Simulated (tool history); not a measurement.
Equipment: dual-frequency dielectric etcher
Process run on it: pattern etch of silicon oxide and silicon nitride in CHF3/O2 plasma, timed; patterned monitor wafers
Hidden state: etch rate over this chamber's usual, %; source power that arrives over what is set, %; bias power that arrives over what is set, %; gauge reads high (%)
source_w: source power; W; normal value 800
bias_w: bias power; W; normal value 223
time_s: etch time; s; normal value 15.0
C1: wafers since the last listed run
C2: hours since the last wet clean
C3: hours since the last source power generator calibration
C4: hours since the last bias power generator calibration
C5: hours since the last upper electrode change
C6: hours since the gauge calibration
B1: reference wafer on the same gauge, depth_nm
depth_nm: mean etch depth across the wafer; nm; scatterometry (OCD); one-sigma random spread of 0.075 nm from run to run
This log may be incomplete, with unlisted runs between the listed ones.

Run 1, day 0.000: usual settings but time_s 13.0 s; C1 0; C2 147.6; C3 3751.2; C4 3474.8; C5 1818.2; C6 352.5; B1 22.79. Result: depth_nm 21.00 nm.
Run 2, day 1.129: usual settings but time_s 13.0 s; C1 555; C2 174.7; C3 3778.3; C4 3501.9; C5 1845.3; C6 379.6; B1 22.80. Result: depth_nm 20.85 nm.
Run 3, day 2.325: usual settings; C1 587; C2 203.4; C3 3807.0; C4 3530.6; C5 1874.0; C6 408.3; B1 22.80. Result: depth_nm 24.08 nm.
Run 4, day 3.546: usual settings; C1 600; C2 232.7; C3 3836.3; C4 3559.9; C5 1903.3; C6 437.6; B1 22.75. Result: depth_nm 24.06 nm.
Run 5, day 4.317: usual settings but time_s 12.5 s; C1 378; C2 251.2; C3 3854.8; C4 3578.4; C5 1921.8; C6 456.1; B1 22.80. Result: depth_nm 20.04 nm.
Run 6, day 5.050: usual settings but time_s 12.5 s; C1 360; C2 268.8; C3 3872.4; C4 3596.0; C5 1939.4; C6 473.7; B1 22.81. Result: depth_nm 19.98 nm.
Run 7, day 5.625: usual settings; C1 282; C2 282.6; C3 3886.2; C4 3609.8; C5 1953.2; C6 487.5; B1 22.83. Result: depth_nm 24.08 nm.
Run 8, day 7.096: usual settings; C1 723; C2 317.9; C3 3921.5; C4 3645.1; C5 1988.5; C6 522.8; B1 22.77. Result: depth_nm 24.02 nm.
Run 9, day 7.779: usual settings; C1 335; C2 334.3; C3 3937.9; C4 3661.5; C5 2004.9; C6 539.2; B1 22.82. Result: depth_nm 23.88 nm.
Run 10, day 8.779: usual settings; C1 491; C2 358.3; C3 3961.9; C4 3685.5; C5 2028.9; C6 563.2; B1 22.79. Result: depth_nm 23.92 nm.
At day 9.804: bias power generator calibrated.
Run 11, day 10.192: usual settings; C1 612; C2 392.2; C3 3995.8; C4 9.3; C5 2062.8; C6 597.1; B1 22.77. Result: depth_nm 23.86 nm.
At day 10.962: source power generator calibrated.
Run 12, day 11.562: usual settings; C1 591; C2 425.1; C3 14.4; C4 42.2; C5 2095.7; C6 630.0; B1 22.77. Result: depth_nm 23.86 nm.
At day 12.333: gauge calibrated.
Run 13, day 15.633: usual settings; C1 2001; C2 522.8; C3 112.1; C4 139.9; C5 2193.4; C6 79.2; B1 22.79. Result: depth_nm 23.66 nm.
At day 17.417: wet clean of the chamber.
Run 14, day 17.438: usual settings but source_w 920 W, bias_w 248 W; C1 395; C2 0.5; C3 155.4; C4 183.2; C5 2236.7; C6 122.5; B1 22.79. Result: depth_nm 26.81 nm.
Run 15, day 17.596: usual settings but source_w 920 W, bias_w 248 W; C1 77; C2 4.3; C3 159.2; C4 187.0; C5 2240.5; C6 126.3; B1 22.82. Result: depth_nm 26.77 nm.
Run 16, day 19.458: usual settings but source_w 990 W; C1 915; C2 49.0; C3 203.9; C4 231.7; C5 2285.2; C6 171.0; B1 22.79. Result: depth_nm 26.83 nm.
Run 17, day 20.100: usual settings; C1 315; C2 64.4; C3 219.3; C4 247.1; C5 2300.6; C6 186.4; B1 22.79. Result: depth_nm 24.22 nm.
At day 24.712: upper electrode replaced.
Run 18, day 24.733: usual settings but source_w 970 W, time_s 16.5 s; C1 1786; C2 175.6; C3 330.5; C4 358.3; C5 0.5; C6 297.6; B1 22.82. Result: depth_nm 29.12 nm.
Run 19, day 25.588: usual settings; C1 419; C2 196.1; C3 351.0; C4 378.8; C5 21.0; C6 318.1; B1 22.79. Result: depth_nm 24.19 nm.
Run 20, day 26.246: usual settings but source_w 720 W, bias_w 276 W; C1 323; C2 211.9; C3 366.8; C4 394.6; C5 36.8; C6 333.9; B1 22.77. Result: depth_nm 24.75 nm.
Run 21, day 26.933: usual settings but bias_w 269 W; C1 337; C2 228.4; C3 383.3; C4 411.1; C5 53.3; C6 350.4; B1 22.81. Result: depth_nm 25.69 nm.
Run 22, day 28.433: usual settings but source_w 900 W, bias_w 209 W, time_s 14.0 s; C1 737; C2 264.4; C3 419.3; C4 447.1; C5 89.3; C6 386.4; B1 22.80. Result: depth_nm 23.30 nm.
Run 23, day 29.312: usual settings; C1 432; C2 285.5; C3 440.4; C4 468.2; C5 110.4; C6 407.5; B1 22.82. Result: depth_nm 24.01 nm.
Run 24, day 30.167: usual settings but time_s 16.5 s; C1 419; C2 306.0; C3 460.9; C4 488.7; C5 130.9; C6 428.0; B1 22.82. Result: depth_nm 26.59 nm.
Run 25, day 31.217: usual settings but bias_w 201 W; C1 516; C2 331.2; C3 486.1; C4 513.9; C5 156.1; C6 453.2; B1 22.84. Result: depth_nm 23.35 nm.

What if the next run were any one of these 3? Each begins from the tool's condition after run 25:
Run A, day 31.233: usual settings; C1 8; C2 331.6; C3 486.5; C4 514.3; C5 156.5; C6 453.6; B1 ?. Result: depth_nm ?.
Run B, day 31.233: usual settings but source_w 860 W, bias_w 248 W, time_s 12.0 s; C1 8; C2 331.6; C3 486.5; C4 514.3; C5 156.5; C6 453.6; B1 ?. Result: depth_nm ?.
Run C, day 31.233: usual settings but source_w 630 W, bias_w 172 W, time_s 18.0 s; C1 8; C2 331.6; C3 486.5; C4 514.3; C5 156.5; C6 453.6; B1 ?. Result: depth_nm ?.

run     B1  depth_nm
  A  22.78     23.97
  B  22.78     20.53
  C  22.78     23.60
Stripped of hidden state, with their random variation kept, the same runs would have yielded:
run  depth_nm
  A     24.20
  B     20.73
  C     23.83
